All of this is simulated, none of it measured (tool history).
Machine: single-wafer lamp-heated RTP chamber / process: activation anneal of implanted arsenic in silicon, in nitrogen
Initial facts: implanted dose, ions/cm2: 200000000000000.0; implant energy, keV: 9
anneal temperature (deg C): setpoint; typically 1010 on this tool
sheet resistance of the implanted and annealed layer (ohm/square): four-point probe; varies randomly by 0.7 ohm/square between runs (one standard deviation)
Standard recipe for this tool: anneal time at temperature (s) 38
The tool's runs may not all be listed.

| run | day | anneal temperature (deg C) | anneal time at temperature (s) | read-back reference wafer on the same gauge, sheet resistance | sheet resistance of the implanted and annealed layer (ohm/square) |
|---|---|---|---|---|---|
| 1 | 0 | 1010 | 38 | 528.96 | 465.11 |
| 2 | 0.721 | 1032 | 38 | 528.9 | 456.06 |
| 3 | 1.304 | 1032 | 38 | 528.92 | 455.1 |
| 4 | 1.629 | 1032 | 38 | 529.27 | 455.37 |
| 5 | 1.921 | 996 | 38 | 528.74 | 470.51 |
| 6 | 2.567 | 996 | 38 | 529.01 | 469.66 |
| 7 | 3.183 | 996 | 38 | 529.04 | 470.8 |
| 8 | 3.438 | 1003 | 38 | 529.42 | 466.19 |
|  | 4.104 | pyrometer window cleaned and pyrometer calibrated |
| 9 | 4.125 | 1019 | 38 | 528.64 | 464.36 |
| 10 | 4.45 | 1019 | 38 | 528.58 | 464.21 |
|  | 5.021 | reflector plate cleaned |
| 11 | 5.112 | 1019 | 38 | 528.79 | 465.04 |
| 12 | 5.629 | 1010 | 38 | 528.84 | 467.81 |
|  | 6.071 | gauge calibrated |
| 13 | 6.325 | 1010 | 38 | 528.99 | 466.33 |
| 14 | 6.688 | 981 | 26 | 528.7 | 480.57 |
| 15 | 7.4 | 1001 | 60 | 528.94 | 463.19 |
| 16 | 8.112 | 1019 | 28 | 529.12 | 469.51 |
| 17 | 8.404 | 1010 | 38 | 529.27 | 466.56 |
| 18 | 8.788 | 991 | 53 | 528.87 | 470.62 |
| 19 | 9.529 | 1026 | 56 | 528.93 | 453.42 |
| 20 | 9.804 | 984 | 23 | 528.96 | 480.83 |
| 21 | 10.554 | 1035 | 18 | 528.76 | 469.36 |
| 22 | 10.854 | 989 | 22 | 529.01 | 479.51 |
| 23 | 11.288 | 995 | 55 | 529.12 | 466.57 |
| 24 | 11.683 | 1019 | 28 | 529.06 | 468.12 |
|  | 12.112 | gauge calibrated |
| 25 | 12.204 | 1010 | 38 | 529.17 | 467.46 |

What if the next run were any one of these 5? Each begins from the tool's condition after run 25:
| A | 12.221 | 1010 | 38 | ? | ? |
| B | 12.221 | 1028 | 38 | ? | ? |
| C | 12.221 | 984 | 24 | ? | ? |
| D | 12.221 | 988 | 21 | ? | ? |
| E | 12.221 | 1034 | 29 | ? | ? |

| run | read-back reference wafer on the same gauge, sheet resistance | sheet resistance of the implanted and annealed layer (ohm/square) |
|---|---|---|
| A | 529.23 | 466.38 |
| B | 529.23 | 458.81 |
| C | 529.23 | 480.98 |
| D | 529.23 | 481.25 |
| E | 529.23 | 461.32 |
What these runs would have given with no unlogged condition in the tool:
| run | sheet resistance of the implanted and annealed layer (ohm/square) |
|---|---|
| A | 469.37 |
| B | 462.13 |
| C | 482.93 |
| D | 483.13 |
| E | 464.46 |
